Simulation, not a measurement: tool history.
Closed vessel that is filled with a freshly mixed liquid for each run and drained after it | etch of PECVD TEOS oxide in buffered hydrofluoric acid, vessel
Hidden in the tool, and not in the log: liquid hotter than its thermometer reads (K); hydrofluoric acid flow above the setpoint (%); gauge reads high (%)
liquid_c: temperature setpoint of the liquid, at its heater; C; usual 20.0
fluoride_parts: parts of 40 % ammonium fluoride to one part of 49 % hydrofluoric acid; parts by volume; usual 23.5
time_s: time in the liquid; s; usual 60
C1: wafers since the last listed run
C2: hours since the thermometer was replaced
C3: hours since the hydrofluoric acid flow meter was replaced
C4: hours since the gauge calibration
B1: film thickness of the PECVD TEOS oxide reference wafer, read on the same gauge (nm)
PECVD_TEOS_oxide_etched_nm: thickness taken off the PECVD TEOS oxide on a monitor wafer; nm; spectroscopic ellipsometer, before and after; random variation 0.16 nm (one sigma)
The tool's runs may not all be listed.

Run 1, hour 0.0: usual settings but liquid_c 17.0 C; C1 0; C2 2165.1; C3 1374.5; C4 4.3; B1 29.97. Result: PECVD_TEOS_oxide_etched_nm 38.72 nm.
Run 2, hour 12.0: usual settings but liquid_c 17.0 C; C1 1093; C2 2177.1; C3 1386.5; C4 16.3; B1 30.01. Result: PECVD_TEOS_oxide_etched_nm 38.71 nm.
Run 3, hour 27.3: usual settings but liquid_c 17.0 C; C1 1394; C2 2192.4; C3 1401.8; C4 31.6; B1 30.01. Result: PECVD_TEOS_oxide_etched_nm 38.69 nm.
Run 4, hour 36.9: usual settings; C1 874; C2 2202.0; C3 1411.4; C4 41.2; B1 29.97. Result: PECVD_TEOS_oxide_etched_nm 45.92 nm.
Run 5, hour 48.6: usual settings; C1 1066; C2 2213.7; C3 1423.1; C4 52.9; B1 29.99. Result: PECVD_TEOS_oxide_etched_nm 45.89 nm.
Run 6, hour 58.7: usual settings; C1 920; C2 2223.8; C3 1433.2; C4 63.0; B1 29.99. Result: PECVD_TEOS_oxide_etched_nm 45.93 nm.
Run 7, hour 71.2: usual settings; C1 1139; C2 2236.3; C3 1445.7; C4 75.5; B1 30.00. Result: PECVD_TEOS_oxide_etched_nm 45.93 nm.
Run 8, hour 80.1: usual settings; C1 811; C2 2245.2; C3 1454.6; C4 84.4; B1 30.00. Result: PECVD_TEOS_oxide_etched_nm 46.11 nm.
Run 9, hour 92.1: usual settings; C1 1093; C2 2257.2; C3 1466.6; C4 96.4; B1 29.97. Result: PECVD_TEOS_oxide_etched_nm 46.01 nm.
Run 10, hour 108.2: usual settings; C1 1467; C2 2273.3; C3 1482.7; C4 112.5; B1 29.99. Result: PECVD_TEOS_oxide_etched_nm 46.16 nm.
Run 11, hour 115.1: usual settings; C1 628; C2 2280.2; C3 1489.6; C4 119.4; B1 30.03. Result: PECVD_TEOS_oxide_etched_nm 46.15 nm.
Run 12, hour 127.2: usual settings; C1 1102; C2 2292.3; C3 1501.7; C4 131.5; B1 30.02. Result: PECVD_TEOS_oxide_etched_nm 45.87 nm.
Run 13, hour 142.4: usual settings; C1 1385; C2 2307.5; C3 1516.9; C4 146.7; B1 30.03. Result: PECVD_TEOS_oxide_etched_nm 46.06 nm.
Run 14, hour 157.9: usual settings but liquid_c 18.0 C; C1 1412; C2 2323.0; C3 1532.4; C4 162.2; B1 30.02. Result: PECVD_TEOS_oxide_etched_nm 41.14 nm.
Run 15, hour 169.0: usual settings but fluoride_parts 30.0 parts by volume; C1 1011; C2 2334.1; C3 1543.5; C4 173.3; B1 30.01. Result: PECVD_TEOS_oxide_etched_nm 38.92 nm.
Run 16, hour 184.7: usual settings but liquid_c 17.5 C, fluoride_parts 21.0 parts by volume, time_s 90 s; C1 1430; C2 2349.8; C3 1559.2; C4 189.0; B1 30.02. Result: PECVD_TEOS_oxide_etched_nm 65.08 nm.
At hour 187.8: hydrofluoric acid flow meter replaced.
At hour 198.9: thermometer replaced.
Run 17, hour 201.9: usual settings but fluoride_parts 20.5 parts by volume; C1 1385; C2 3.0; C3 14.1; C4 206.2; B1 29.98. Result: PECVD_TEOS_oxide_etched_nm 45.17 nm.
Run 18, hour 217.7: usual settings; C1 1439; C2 18.8; C3 29.9; C4 222.0; B1 29.99. Result: PECVD_TEOS_oxide_etched_nm 41.17 nm.
Run 19, hour 234.9: usual settings but liquid_c 17.5 C, fluoride_parts 21.0 parts by volume, time_s 90 s; C1 1567; C2 36.0; C3 47.1; C4 239.2; B1 30.00. Result: PECVD_TEOS_oxide_etched_nm 57.62 nm.
Run 20, hour 247.7: usual settings but liquid_c 18.5 C; C1 1166; C2 48.8; C3 59.9; C4 252.0; B1 30.02. Result: PECVD_TEOS_oxide_etched_nm 37.64 nm.
At hour 250.5: gauge calibrated.
Run 21, hour 263.3: usual settings but liquid_c 17.0 C, fluoride_parts 29.0 parts by volume, time_s 35 s; C1 1421; C2 64.4; C3 75.5; C4 12.8; B1 30.01. Result: PECVD_TEOS_oxide_etched_nm 17.47 nm.
Run 22, hour 295.6: usual settings; C1 2943; C2 96.7; C3 107.8; C4 45.1; B1 29.97. Result: PECVD_TEOS_oxide_etched_nm 41.11 nm.
Run 23, hour 306.5: usual settings but fluoride_parts 30.0 parts by volume, time_s 90 s; C1 993; C2 107.6; C3 118.7; C4 56.0; B1 30.02. Result: PECVD_TEOS_oxide_etched_nm 52.12 nm.
Run 24, hour 313.6: usual settings but liquid_c 17.0 C, fluoride_parts 27.0 parts by volume; C1 646; C2 114.7; C3 125.8; C4 63.1; B1 30.00. Result: PECVD_TEOS_oxide_etched_nm 31.41 nm.
Run 25, hour 321.2: usual settings but liquid_c 22.0 C, fluoride_parts 27.5 parts by volume, time_s 40 s; C1 692; C2 122.3; C3 133.4; C4 70.7; B1 30.01. Result: PECVD_TEOS_oxide_etched_nm 27.64 nm.
Run 26, hour 328.3: usual settings; C1 646; C2 129.4; C3 140.5; C4 77.8; B1 29.99. Result: PECVD_TEOS_oxide_etched_nm 41.15 nm.
Run 27, hour 335.9: usual settings but liquid_c 17.5 C, fluoride_parts 21.0 parts by volume, time_s 90 s; C1 692; C2 137.0; C3 148.1; C4 85.4; B1 30.00. Result: PECVD_TEOS_oxide_etched_nm 58.07 nm.
Run 28, hour 346.6: usual settings but time_s 70 s; C1 975; C2 147.7; C3 158.8; C4 96.1; B1 30.02. Result: PECVD_TEOS_oxide_etched_nm 48.13 nm.

3 ways to go on from here, each from the tool as it stands after run 28. What would each give?
Run A, hour 347.3: usual settings; C1 63; C2 148.4; C3 159.5; C4 96.8; B1 ?. Result: PECVD_TEOS_oxide_etched_nm ?.
Run B, hour 347.3: usual settings but liquid_c 23.0 C, fluoride_parts 30.0 parts by volume; C1 63; C2 148.4; C3 159.5; C4 96.8; B1 ?. Result: PECVD_TEOS_oxide_etched_nm ?.
Run C, hour 347.3: usual settings but liquid_c 18.0 C, fluoride_parts 19.0 parts by volume, time_s 70 s; C1 63; C2 148.4; C3 159.5; C4 96.8; B1 ?. Result: PECVD_TEOS_oxide_etched_nm ?.

run     B1  PECVD_TEOS_oxide_etched_nm
  A  30.01                       41.16
  B  30.01                       41.10
  C  30.01                       50.44
Without the tool's hidden state the same runs would have given:
run  PECVD_TEOS_oxide_etched_nm
  A                       40.25
  B                       40.20
  C                       49.31

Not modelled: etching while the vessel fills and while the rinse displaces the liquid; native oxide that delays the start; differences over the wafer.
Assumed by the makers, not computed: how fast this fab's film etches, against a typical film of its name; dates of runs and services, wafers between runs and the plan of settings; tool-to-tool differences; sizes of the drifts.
